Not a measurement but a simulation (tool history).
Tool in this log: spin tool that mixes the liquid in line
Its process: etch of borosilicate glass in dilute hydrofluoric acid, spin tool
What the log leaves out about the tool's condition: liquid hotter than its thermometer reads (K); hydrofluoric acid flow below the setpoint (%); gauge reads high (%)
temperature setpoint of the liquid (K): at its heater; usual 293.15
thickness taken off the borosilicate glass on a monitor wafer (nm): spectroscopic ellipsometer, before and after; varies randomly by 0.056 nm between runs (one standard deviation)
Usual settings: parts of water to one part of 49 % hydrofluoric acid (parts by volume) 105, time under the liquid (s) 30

run	hour	temperature setpoint of the liquid (K)	parts of water to one part of 49 % hydrofluoric acid (parts by volume)	time under the liquid (s)	wafers since the last listed run	hours since the thermometer was replaced	hours since the hydrofluoric acid flow meter was replaced	hours since the gauge calibration	read-back film thickness of the borosilicate glass reference wafer, read on the same gauge (nm)	thickness taken off the borosilicate glass on a monitor wafer (nm)
1	0	293.15	105	30	0	3006.9	744.7	259.3	129.97	6.55
2	10.7	293.15	105	30	106	3017.6	755.4	270	129.99	6.6
3	23	295.15	105	30	122	3029.9	767.7	282.3	129.98	7.01
4	35.2	293.15	105	30	121	3042.1	779.9	294.5	130	6.48
5	43.6	293.15	105	30	83	3050.5	788.3	302.9	129.99	6.51
6	55.3	293.15	105	30	116	3062.2	800	314.6	129.99	6.54
7	69.2	293.15	105	30	138	3076.1	813.9	328.5	129.98	6.52
8	78.1	293.15	105	30	88	3085	822.8	337.4	129.94	6.45
# hour 92.1: hydrofluoric acid flow meter replaced
9	92.5	293.15	105	30	133	3099.4	0.4	351.8	129.97	7.38
10	103.9	293.15	105	30	113	3110.8	11.8	363.2	129.97	7.5
11	115.5	293.15	105	40	115	3122.4	23.4	374.8	130	9.8
12	129.1	293.15	105	40	135	3136	37	388.4	130.02	9.68
13	144.7	293.15	105	40	155	3151.6	52.6	404	130.03	9.74
14	156.2	293.15	105	30	114	3163.1	64.1	415.5	129.98	7.31
15	170.8	293.15	105	30	145	3177.7	78.7	430.1	129.99	7.32
16	178	296.65	105	15	71	3184.9	85.9	437.3	129.98	4.18
17	193.6	293.15	105	30	155	3200.5	101.5	452.9	129.98	7.27
# hour 197.6: gauge calibrated
18	207.1	293.15	105	45	134	3214	115	9.5	130	10.82
19	217	290.15	135	30	98	3223.9	124.9	19.4	129.98	4.81
20	225.8	295.15	70	15	87	3232.7	133.7	28.2	130.04	6.08
21	233.7	295.15	60	30	78	3240.6	141.6	36.1	130.01	14.62
22	247.3	293.15	90	40	135	3254.2	155.2	49.7	130.03	11.46
# hour 258.5: thermometer replaced
23	264	290.15	105	30	156	5.5	171.9	66.4	130	6.4
24	273.5	293.15	105	40	94	15	181.4	75.9	130	9.56
25	280.5	294.65	135	25	69	22	188.4	82.9	129.99	4.75
26	291.9	293.15	105	30	113	33.4	199.8	94.3	130.01	7.19
27	300.4	290.15	65	20	84	41.9	208.3	102.8	130.04	7.17
28	317.4	295.15	150	40	169	58.9	225.3	119.8	130	6.84
29	325.5	290.15	85	30	80	67	233.4	127.9	130.01	7.88
30	341.9	290.15	125	30	163	83.4	249.8	144.3	130.02	5.24
31	356.8	293.15	105	15	148	98.3	264.7	159.2	130	3.52
32	372.1	297.15	105	30	152	113.6	280	174.5	129.95	8.34

What was the tool's hidden state at every run in the log?
liquid hotter than its thermometer reads (K): 0 on each run
gauge reads high (%): 0 on each run
H1: hydrofluoric acid flow below the setpoint (%)
run	H1
1	11.1
2	11.2
3	11.4
4	11.5
5	11.7
6	11.8
7	12
8	12.1
9	1.13
10	1.28
11	1.44
12	1.62
13	1.83
14	1.99
15	2.19
16	2.28
17	2.49
18	2.68
19	2.81
20	2.93
21	3.03
22	3.22
23	3.44
24	3.57
25	3.67
26	3.82
27	3.93
28	4.16
29	4.27
30	4.49
31	4.7
32	4.9
